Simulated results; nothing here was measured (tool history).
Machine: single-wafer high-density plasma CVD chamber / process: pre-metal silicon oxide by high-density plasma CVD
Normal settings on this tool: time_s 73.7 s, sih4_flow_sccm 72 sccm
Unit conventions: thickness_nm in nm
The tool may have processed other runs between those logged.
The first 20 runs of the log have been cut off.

run    hour  time_s  sih4_flow_sccm  wafers since the last listed run  hours since the silane flow controller was replaced  hours since the gauge calibration  read-back reference wafer on the same gauge, thickness_nm  thickness_nm
      876.9  -- gauge calibrated
 21   898.3    73.7              58                               455                                                102.0                               21.4                                                    541.631       392.513
 22   942.7    73.7              80                               372                                                146.4                               65.8                                                    541.943       511.515
 23   976.2    73.7              72                               280                                                179.9                               99.3                                                    542.103       468.636
 24  1034.7    80.4              68                               490                                                238.4                              157.8                                                    542.604       487.123
 25  1069.5    73.7              77                               291                                                273.2                              192.6                                                    542.576       494.932
 26  1109.4    62.5              61                               334                                                313.1                              232.5                                                    541.358       346.213
 27  1137.8    69.5              72                               238                                                341.5                              260.9                                                    542.536       440.420
 28  1168.7    84.7              66                               259                                                372.4                              291.8                                                    541.444       501.913
 29  1207.8    73.7              72                               327                                                411.5                              330.9                                                    542.411       468.913
 30  1255.8    61.7              84                               402                                                459.5                              378.9                                                    541.231       445.790
 31  1296.9    65.4              58                               344                                                500.6                              420.0                                                    541.533       346.557
 32  1333.6    73.7              72                               307                                                537.3                              456.7                                                    542.095       466.862

Forecast each of these 3 alternatives for the next run:
  A  1334.0    73.7              72                                 3                                                537.7                              457.1                                                          ?             ?
  B  1334.0    87.9              65                                 3                                                537.7                              457.1                                                          ?             ?
  C  1334.0    78.9              80                                 3                                                537.7                              457.1                                                          ?             ?

run  read-back reference wafer on the same gauge, thickness_nm  thickness_nm
  A                                                    541.492       468.750
  B                                                    541.492       513.392
  C                                                    541.492       548.677
The same runs, with their run-to-run variation unchanged, on a tool lacking any hidden condition would have given:
run  thickness_nm
  A       465.466
  B       509.796
  C       544.833
